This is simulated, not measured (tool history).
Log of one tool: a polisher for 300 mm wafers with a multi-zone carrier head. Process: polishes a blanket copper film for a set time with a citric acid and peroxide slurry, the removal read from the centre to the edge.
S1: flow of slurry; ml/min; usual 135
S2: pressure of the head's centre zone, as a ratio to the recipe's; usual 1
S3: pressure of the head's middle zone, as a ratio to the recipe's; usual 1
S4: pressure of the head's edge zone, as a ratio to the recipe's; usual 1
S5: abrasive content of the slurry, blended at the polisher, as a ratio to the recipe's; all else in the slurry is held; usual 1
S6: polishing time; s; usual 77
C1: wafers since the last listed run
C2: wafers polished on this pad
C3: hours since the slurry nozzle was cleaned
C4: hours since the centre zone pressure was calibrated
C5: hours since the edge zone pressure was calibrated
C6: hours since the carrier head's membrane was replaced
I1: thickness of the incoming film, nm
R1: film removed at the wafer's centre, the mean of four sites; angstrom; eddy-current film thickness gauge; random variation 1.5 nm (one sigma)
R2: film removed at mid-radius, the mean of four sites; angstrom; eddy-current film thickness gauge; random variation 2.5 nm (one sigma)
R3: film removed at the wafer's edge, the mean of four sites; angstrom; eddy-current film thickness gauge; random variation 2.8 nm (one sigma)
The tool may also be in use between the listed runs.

{"run": 1, "hour": 0.0, "S1": 135, "S2": 1, "S3": 0.93, "S4": 1, "S5": 1.25, "S6": 77, "C1": 0, "C2": 362, "C3": 194.8, "C4": 1198.6, "C5": 1142.8, "C6": 881.2, "I1": 1215.9, "R1": 2317, "R2": 1871, "R3": 2131}
{"hour": 12.4, "done": "edge zone pressure recalibrated"}
{"hour": 26.5, "done": "centre zone pressure recalibrated"}
{"run": 2, "hour": 36.4, "S1": 135, "S2": 1, "S3": 1, "S4": 1, "S5": 1.05, "S6": 77, "C1": 378, "C2": 741, "C3": 231.2, "C4": 9.9, "C5": 24, "C6": 917.6, "I1": 1238.3, "R1": 2012, "R2": 1946, "R3": 1978}
{"run": 3, "hour": 74.7, "S1": 135, "S2": 1, "S3": 1, "S4": 1, "S5": 1, "S6": 77, "C1": 447, "C2": 1189, "C3": 269.5, "C4": 48.2, "C5": 62.3, "C6": 955.9, "I1": 1241, "R1": 2028, "R2": 1906, "R3": 1951}
{"run": 4, "hour": 112.1, "S1": 135, "S2": 1, "S3": 1, "S4": 1, "S5": 1, "S6": 77, "C1": 437, "C2": 1627, "C3": 306.9, "C4": 85.6, "C5": 99.7, "C6": 993.3, "I1": 1235.4, "R1": 1985, "R2": 1923, "R3": 1975}
{"run": 5, "hour": 143.3, "S1": 135, "S2": 1, "S3": 1, "S4": 1, "S5": 1, "S6": 77, "C1": 364, "C2": 1992, "C3": 338.1, "C4": 116.8, "C5": 130.9, "C6": 1024.5, "I1": 1242.3, "R1": 2006, "R2": 1949, "R3": 1926}
{"hour": 179.9, "done": "slurry nozzle cleaned"}
{"run": 6, "hour": 197.9, "S1": 135, "S2": 1, "S3": 1, "S4": 1, "S5": 1, "S6": 77, "C1": 626, "C2": 2619, "C3": 18, "C4": 171.4, "C5": 185.5, "C6": 1079.1, "I1": 1236.1, "R1": 1996, "R2": 1872, "R3": 1910}
{"hour": 228.6, "done": "carrier head's membrane replaced by a new one"}
{"hour": 248.7, "done": "worn pad replaced by a new one"}
{"run": 7, "hour": 263.7, "S1": 135, "S2": 1, "S3": 1, "S4": 1, "S5": 1, "S6": 86, "C1": 664, "C2": 175, "C3": 83.8, "C4": 237.2, "C5": 251.3, "C6": 35.1, "I1": 1246.7, "R1": 2324, "R2": 2156, "R3": 2246}
{"run": 8, "hour": 328.2, "S1": 135, "S2": 1, "S3": 1, "S4": 1, "S5": 1, "S6": 77, "C1": 754, "C2": 929, "C3": 148.3, "C4": 301.7, "C5": 315.8, "C6": 99.6, "I1": 1236.8, "R1": 2048, "R2": 1912, "R3": 1938}
{"run": 9, "hour": 395.2, "S1": 135, "S2": 1, "S3": 1, "S4": 1, "S5": 1, "S6": 53, "C1": 783, "C2": 1713, "C3": 215.3, "C4": 368.7, "C5": 382.8, "C6": 166.6, "I1": 1227.4, "R1": 1422, "R2": 1336, "R3": 1368}
{"run": 10, "hour": 450.5, "S1": 135, "S2": 0.9, "S3": 1.08, "S4": 1, "S5": 1, "S6": 65, "C1": 646, "C2": 2360, "C3": 270.6, "C4": 424, "C5": 438.1, "C6": 221.9, "I1": 1228.4, "R1": 1551, "R2": 1643, "R3": 1624}
{"run": 11, "hour": 508.1, "S1": 160, "S2": 0.89, "S3": 1, "S4": 1, "S5": 1, "S6": 77, "C1": 673, "C2": 3034, "C3": 328.2, "C4": 481.6, "C5": 495.7, "C6": 279.5, "I1": 1242, "R1": 1838, "R2": 1926, "R3": 1921}
{"hour": 539.3, "done": "worn pad replaced by a new one"}
{"run": 12, "hour": 559.1, "S1": 120, "S2": 0.96, "S3": 1, "S4": 1.04, "S5": 1, "S6": 77, "C1": 549, "C2": 231, "C3": 379.2, "C4": 532.6, "C5": 546.7, "C6": 330.5, "I1": 1236.4, "R1": 1991, "R2": 1885, "R3": 2088}
{"hour": 589.2, "done": "slurry nozzle cleaned"}
{"run": 13, "hour": 597.5, "S1": 135, "S2": 1, "S3": 1, "S4": 1, "S5": 1, "S6": 77, "C1": 437, "C2": 668, "C3": 8.3, "C4": 571, "C5": 585.1, "C6": 368.9, "I1": 1239.7, "R1": 2139, "R2": 1946, "R3": 2000}
{"run": 14, "hour": 663.7, "S1": 135, "S2": 1, "S3": 1, "S4": 1, "S5": 1.1, "S6": 77, "C1": 774, "C2": 1442, "C3": 74.5, "C4": 637.2, "C5": 651.3, "C6": 435.1, "I1": 1227.6, "R1": 2156, "R2": 1922, "R3": 2033}
{"run": 15, "hour": 692.3, "S1": 160, "S2": 0.89, "S3": 1, "S4": 1, "S5": 1, "S6": 77, "C1": 334, "C2": 1777, "C3": 103.1, "C4": 665.8, "C5": 679.9, "C6": 463.7, "I1": 1215.1, "R1": 1920, "R2": 1917, "R3": 1961}
{"run": 16, "hour": 752.1, "S1": 160, "S2": 1, "S3": 1, "S4": 1.04, "S5": 1.2, "S6": 84, "C1": 699, "C2": 2476, "C3": 162.9, "C4": 725.6, "C5": 739.7, "C6": 523.5, "I1": 1227.7, "R1": 2391, "R2": 2153, "R3": 2227}

The next listed run, before its measurement:
{"hour": 782.2, "done": "worn pad replaced by a new one"}
{"run": 17, "hour": 814.2, "S1": 135, "S2": 1, "S3": 1, "S4": 1, "S5": 0.9, "S6": 77, "C1": 679, "C2": 373, "C3": 225, "C4": 787.7, "C5": 801.8, "C6": 585.6, "I1": 1241.2, "R1": "?", "R2": "?", "R3": "?"}

R1: 2157 angstrom
R2: 1926 angstrom
R3: 1977 angstrom
Without the tool's hidden state the same run would have given R1 2045 angstrom, R2 1941 angstrom, R3 1992 angstrom.

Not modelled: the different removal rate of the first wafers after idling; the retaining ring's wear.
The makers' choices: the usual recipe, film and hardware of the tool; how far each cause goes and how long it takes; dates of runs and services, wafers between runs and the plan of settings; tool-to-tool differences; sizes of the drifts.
